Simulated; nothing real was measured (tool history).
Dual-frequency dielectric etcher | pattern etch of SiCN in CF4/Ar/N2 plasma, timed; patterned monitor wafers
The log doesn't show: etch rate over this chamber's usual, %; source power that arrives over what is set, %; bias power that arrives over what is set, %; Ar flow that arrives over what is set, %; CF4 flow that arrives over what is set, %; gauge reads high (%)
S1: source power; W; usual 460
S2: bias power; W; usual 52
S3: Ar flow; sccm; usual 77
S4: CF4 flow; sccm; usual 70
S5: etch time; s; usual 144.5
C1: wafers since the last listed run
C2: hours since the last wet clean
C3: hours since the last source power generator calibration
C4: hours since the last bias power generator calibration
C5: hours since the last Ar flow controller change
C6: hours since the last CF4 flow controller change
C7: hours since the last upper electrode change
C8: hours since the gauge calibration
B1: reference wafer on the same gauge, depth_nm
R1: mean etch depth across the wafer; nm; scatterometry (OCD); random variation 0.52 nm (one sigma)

run   hour   S1  S2  S3  S4     S5   C1     C2      C3      C4      C5      C6      C7      C8     B1     R1
  1      0  460  52  77  70  144.5    0    158    4454  1829.6  2011.6  4151.5  4097.1   858.9    120  119.7
  2   35.8  460  52  77  70  144.5  253  193.8  4489.8  1865.4  2047.4  4187.3  4132.9   894.7  119.7  118.5
  3   62.5  460  52  77  70  144.5  189  220.5  4516.5  1892.1  2074.1    4214  4159.6   921.4  119.9  119.2
  4  110.4  460  52  77  70  144.5  339  268.4  4564.4    1940    2122  4261.9  4207.5   969.3    120  117.9
  5  139.7  460  60  77  70    163  207  297.7  4593.7  1969.3  2151.3  4291.2  4236.8   998.6    120  138.7
  6  208.5  460  60  77  70    163  487  366.5  4662.5  2038.1  2220.1    4360  4305.6  1067.4  119.9  137.1
     261.3  -- gauge calibrated
  7  271.9  460  52  77  70  144.5  449  429.9  4725.9  2101.5  2283.5  4423.4    4369    10.6  119.9  116.2
     292.7  -- source power generator calibrated
     307.1  -- bias power generator calibrated
     308.4  -- wet clean of the chamber
     340.5  -- Ar flow controller replaced
  8    341  460  52  77  70  144.5  381   32.6    48.3    33.9     0.5  4492.5  4438.1    79.7  120.2  119.7
  9  363.7  460  52  77  70  144.5  160   55.3      71    56.6    23.2  4515.2  4460.8   102.4    120  118.5
 10  415.9  460  52  71  70  144.5  369  107.5   123.2   108.8    75.4  4567.4    4513   154.6  119.9  119.9
 11  460.8  460  41  65  70    126  318  152.4   168.1   153.7   120.3  4612.3  4557.9   199.5  119.9   99.6
     498.9  -- CF4 flow controller replaced
 12  530.2  460  52  77  70  144.5  449  221.8   237.5   223.1   189.7    31.3  4627.3   268.9  119.9    117
 13    587  460  60  77  70    163  402  278.6   294.3   279.9   246.5    88.1  4684.1   325.7  120.1  136.6
 14  656.4  420  52  91  70  144.5  491    348   363.7   349.3   315.9   157.5  4753.5   395.1  120.1  107.1
     698.3  -- upper electrode replaced
 15  698.8  540  52  77  87  144.5  130  390.4   406.1   391.7   358.3   199.9     0.5   437.5  119.8  132.7
 16    738  410  42  77  86    183  277  429.6   445.3   430.9   397.5   239.1    39.7   476.7  119.8  131.7
 17  779.8  580  64  77  63  127.5  296  471.4   487.1   472.7   439.3   280.9    81.5   518.5  119.9  121.9
     828.9  -- wet clean of the chamber
 18  829.4  460  52  72  70  144.5  181    0.5   536.7   522.3   488.9   330.5   131.1   568.1  120.1  123.1
 19  893.5  460  52  77  70  107.5  454   64.6   600.8   586.4     553   394.6   195.2   632.2  119.8   89.4
 20  919.4  420  52  61  70  144.5  183   90.5   626.7   612.3   578.9   420.5   221.1   658.1  120.1  116.9
 21  949.2  360  62  77  79  144.5  211  120.3   656.5   642.1   608.7   450.3   250.9   687.9  120.1    112

Hidden state or all else? Some run-to-run changes of R1, split into what the settings, what came in and random variation would give without the hidden state, and what is left for the hidden state (with any gauge scatter that isn't in both results):
Run 7 -> 8: source power generator calibrated, bias power generator calibrated, wet clean of the chamber, Ar flow controller replaced. R1 +3.5 nm: hidden state +3.1, all else +0.4.
Run 13 -> 14: S1 460 -> 420, S2 60 -> 52, S3 77 -> 91, S5 163 -> 144.5. R1 -29.5 nm: hidden state +0.3, all else -29.8.
Run 17 -> 18: S1 580 -> 460, S2 64 -> 52, S3 77 -> 72, S4 63 -> 70, S5 127.5 -> 144.5, wet clean of the chamber. R1 +1.2 nm: hidden state +7.8, all else -6.6.
Run 18 -> 19: S3 72 -> 77, S5 144.5 -> 107.5. R1 -33.7 nm: hidden state -0.7, all else -33.
